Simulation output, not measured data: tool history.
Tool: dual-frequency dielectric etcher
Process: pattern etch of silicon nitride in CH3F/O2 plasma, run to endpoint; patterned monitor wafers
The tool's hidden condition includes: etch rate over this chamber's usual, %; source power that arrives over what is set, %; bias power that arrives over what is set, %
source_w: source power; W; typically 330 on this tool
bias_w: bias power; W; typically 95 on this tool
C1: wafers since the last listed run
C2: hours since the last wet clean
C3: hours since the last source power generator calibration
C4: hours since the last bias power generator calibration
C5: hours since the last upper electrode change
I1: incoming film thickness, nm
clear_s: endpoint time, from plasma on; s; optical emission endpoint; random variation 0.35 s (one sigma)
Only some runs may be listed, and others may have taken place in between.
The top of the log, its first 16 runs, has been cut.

Run 17, hour 884.5: usual settings; C1 255; C2 165.4; C3 1555.7; C4 3129; C5 110.3; I1 100. Result: clear_s 112.4 s.
Run 18, hour 949.5: usual settings but source_w 250 W, bias_w 114 W; C1 336; C2 230.4; C3 1620.7; C4 3194; C5 175.3; I1 99.3. Result: clear_s 107.7 s.
Run 19, hour 977.3: usual settings but bias_w 73 W; C1 144; C2 258.2; C3 1648.5; C4 3221.8; C5 203.1; I1 99.7. Result: clear_s 125 s.
At hour 987.7: source power generator calibrated.
Run 20, hour 1027.2: usual settings but bias_w 118 W; C1 237; C2 308.1; C3 39.5; C4 3271.7; C5 253; I1 100.8. Result: clear_s 102.6 s.
Run 21, hour 1078.6: usual settings but source_w 370 W, bias_w 102 W; C1 266; C2 359.5; C3 90.9; C4 3323.1; C5 304.4; I1 100.2. Result: clear_s 106.4 s.
At hour 1109.9: wet clean of the chamber.
Run 22, hour 1130.5: usual settings but source_w 250 W, bias_w 72 W; C1 144; C2 20.6; C3 142.8; C4 3375; C5 356.3; I1 100.1. Result: clear_s 134 s.
Run 23, hour 1194.3: usual settings but bias_w 74 W; C1 330; C2 84.4; C3 206.6; C4 3438.8; C5 420.1; I1 100.3. Result: clear_s 126.5 s.
Run 24, hour 1247: usual settings but source_w 400 W; C1 273; C2 137.1; C3 259.3; C4 3491.5; C5 472.8; I1 100.2. Result: clear_s 109.3 s.
Run 25, hour 1284: usual settings; C1 191; C2 174.1; C3 296.3; C4 3528.5; C5 509.8; I1 100. Result: clear_s 113.2 s.
At hour 1294.2: bias power generator calibrated.
Run 26, hour 1330.3: usual settings but source_w 400 W, bias_w 78 W; C1 219; C2 220.4; C3 342.6; C4 36.1; C5 556.1; I1 100.7. Result: clear_s 120.4 s.
Run 27, hour 1364.1: usual settings but source_w 400 W, bias_w 108 W; C1 175; C2 254.2; C3 376.4; C4 69.9; C5 589.9; I1 100. Result: clear_s 104.8 s.

Forecast run 28:
Run 28, hour 1420.5: usual settings; C1 292; C2 310.6; C3 432.8; C4 126.3; C5 646.3; I1 99.5. Result: clear_s ?.

clear_s: 113.2 s
Were there no unlogged condition in the tool, this run, its random variation unchanged, would have produced clear_s 114.9 s.
